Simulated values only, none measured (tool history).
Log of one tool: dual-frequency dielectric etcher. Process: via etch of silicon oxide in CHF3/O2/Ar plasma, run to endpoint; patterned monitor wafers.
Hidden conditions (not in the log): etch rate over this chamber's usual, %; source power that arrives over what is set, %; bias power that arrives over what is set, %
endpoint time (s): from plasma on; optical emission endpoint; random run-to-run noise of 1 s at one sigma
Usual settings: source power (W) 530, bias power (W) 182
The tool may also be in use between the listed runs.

run	hour	source power (W)	bias power (W)	wafers since the last listed run	hours since the last wet clean	hours since the last source power generator calibration	hours since the last bias power generator calibration	hours since the last upper electrode change	incoming incoming film thickness, nm	endpoint time (s)
1	0.0	530	182	0	90.9	492.3	3332.3	3049.9	460.7	246.5
2	79.7	530	182	473	170.6	572.0	3412.0	3129.6	457.5	243.7
3	121.4	530	182	247	212.3	613.7	3453.7	3171.3	456.0	243.4
4	227.7	480	182	631	318.6	720.0	3560.0	3277.6	461.4	254.6
5	295.6	480	182	403	386.5	787.9	3627.9	3345.5	459.1	252.1
6	338.6	480	182	255	429.5	830.9	3670.9	3388.5	458.4	252.4
# hour 395.5: wet clean of the chamber
7	431.6	530	154	410	36.1	923.9	3763.9	3481.5	455.8	257.4
8	473.4	490	159	248	77.9	965.7	3805.7	3523.3	463.7	266.6
9	544.8	490	159	424	149.3	1037.1	3877.1	3594.7	460.2	264.6
10	625.5	530	182	479	230.0	1117.8	3957.8	3675.4	461.9	244.8
11	669.3	530	182	260	273.8	1161.6	4001.6	3719.2	457.6	243.5
12	774.2	530	182	623	378.7	1266.5	4106.5	3824.1	461.3	245.4
13	836.4	530	161	369	440.9	1328.7	4168.7	3886.3	456.4	252.2
# hour 900.7: upper electrode replaced
# hour 910.8: wet clean of the chamber
14	911.3	530	161	242	0.5	1403.6	4243.6	10.6	458.7	255.1
15	999.2	530	182	522	88.4	1491.5	4331.5	98.5	449.9	238.7
# hour 1037.1: source power generator calibrated
16	1090.4	430	147	518	179.6	53.3	4422.7	189.7	459.5	288.7
17	1150.9	530	150	359	240.1	113.8	4483.2	250.2	461.3	271.3
# hour 1231.8: bias power generator calibrated
18	1249.8	530	161	564	339.0	212.7	18.0	349.1	460.8	263.0
19	1344.5	530	144	562	433.7	307.4	112.7	443.8	457.6	271.6
# hour 1411.7: wet clean of the chamber
20	1412.2	460	182	259	0.5	375.1	180.4	511.5	456.0	258.2
# hour 1460.5: source power generator calibrated, repeated, since the last time left the tool worse
21	1477.5	530	223	364	65.8	17.0	245.7	576.8	460.6	230.3
22	1581.1	640	138	615	169.4	120.6	349.3	680.4	456.5	255.9
23	1626.1	450	150	267	214.4	165.6	394.3	725.4	448.8	269.8
# hour 1892.9: wet clean of the chamber
24	1926.8	530	182	1644	33.9	466.3	695.0	1026.1	461.9	246.6
25	2006.0	530	182	470	113.1	545.5	774.2	1105.3	452.2	242.2
26	2075.4	420	214	412	182.5	614.9	843.6	1174.7	460.7	247.5
27	2174.5	530	213	589	281.6	714.0	942.7	1273.8	458.8	231.1
28	2243.7	610	210	411	350.8	783.2	1011.9	1343.0	459.2	223.9

Hidden state at the last listed run before each entry between runs and at the first one after, where it differs:
In the gap between runs 6 and 7: wet clean of the chamber (hour 395.5)
  source power that arrives over what is set, %: 2.16 -> 2.36
  measured minus no-state result, endpoint time (s): -1.5 -> -1.7
In the gap between runs 13 and 14: upper electrode replaced (hour 900.7); wet clean of the chamber (hour 910.8)
  source power that arrives over what is set, %: 3.26 -> 3.43
  measured minus no-state result, endpoint time (s): -2.3 -> -2.4
In the gap between runs 15 and 16: source power generator calibrated (hour 1037.1)
  source power that arrives over what is set, %: 3.62 -> -6.39
  measured minus no-state result, endpoint time (s): -2.4 -> +5.3
In the gap between runs 17 and 18: bias power generator calibrated (hour 1231.8)
  source power that arrives over what is set, %: -6.26 -> -6.04
  measured minus no-state result, endpoint time (s): +4.9 -> +4.6
In the gap between runs 19 and 20: wet clean of the chamber (hour 1411.7)
  source power that arrives over what is set, %: -5.83 -> -5.68
  measured minus no-state result, endpoint time (s): +4.6 -> +4.1
In the gap between runs 20 and 21: source power generator calibrated, repeated, since the last time left the tool worse (hour 1460.5)
  source power that arrives over what is set, %: -5.68 -> -0.0976
  measured minus no-state result, endpoint time (s): +4.1 -> +0.1
In the gap between runs 23 and 24: wet clean of the chamber (hour 1892.9)
  source power that arrives over what is set, %: 0.232 -> 0.9
  measured minus no-state result, endpoint time (s): -0.2 -> -0.6
